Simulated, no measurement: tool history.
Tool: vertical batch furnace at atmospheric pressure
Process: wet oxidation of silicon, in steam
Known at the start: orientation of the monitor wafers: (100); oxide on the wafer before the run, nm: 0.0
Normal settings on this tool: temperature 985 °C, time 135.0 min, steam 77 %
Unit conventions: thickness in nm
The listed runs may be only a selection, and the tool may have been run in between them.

run	day	temperature	time	steam	read-back reference wafer on the same gauge, thickness	thickness
1	0.000	985	135.0	72	500.04	571.46
2	2.554	985	135.0	72	498.58	570.17
3	5.250	985	135.0	77	497.84	590.95
4	7.092	985	135.0	77	497.50	588.98
5	9.433	985	135.0	77	496.97	593.72
6	10.508	985	135.0	77	495.39	594.99
7	11.579	997	135.0	74	496.26	626.85
8	13.929	997	135.0	74	494.93	623.36
9	16.304	973	135.0	77	493.78	540.92
10	17.988	985	135.0	77	493.47	586.61
11	20.721	985	135.0	77	492.45	591.69
12	23.492	985	183.0	77	491.12	715.10
13	24.638	985	135.0	77	490.52	583.50
14	26.921	985	135.0	77	490.09	587.50
15	28.646	992	154.0	88	489.52	730.25
# day 30.233: gauge calibrated
16	30.408	962	135.0	68	502.00	463.92
17	33.012	985	135.0	77	501.55	599.94
18	35.558	991	74.0	77	500.69	413.30
# day 37.846: thermocouples replaced and temperature profile calibrated
19	37.867	985	172.5	71	500.03	661.04
# day 42.421: steam generator serviced
20	46.500	994	161.5	77	496.54	706.99
21	49.254	985	183.0	77	496.23	725.45
22	51.317	969	97.0	83	495.16	438.84
23	52.579	985	79.5	83	494.12	432.79
24	55.121	985	90.5	72	493.62	427.76
25	57.546	985	135.0	82	492.82	617.57
# day 62.850: gauge calibrated
26	64.425	966	135.0	77	502.16	521.43

5 options for the next run, each taken on its own from the tool as it stands now. Forecast them:
A	64.704	985	135.0	77	?	?
B	64.704	985	135.0	67	?	?
C	64.704	1010	135.0	77	?	?
D	64.704	962	86.0	73	?	?
E	64.704	985	159.0	77	?	?

run	read-back reference wafer on the same gauge, thickness	thickness
A	501.83	599.15
B	501.83	545.72
C	501.83	701.47
D	501.83	349.25
E	501.83	667.49
Had the tool no hidden state, the same runs would have come out as:
run	thickness
A	599.30
B	545.86
C	701.64
D	349.33
E	667.66
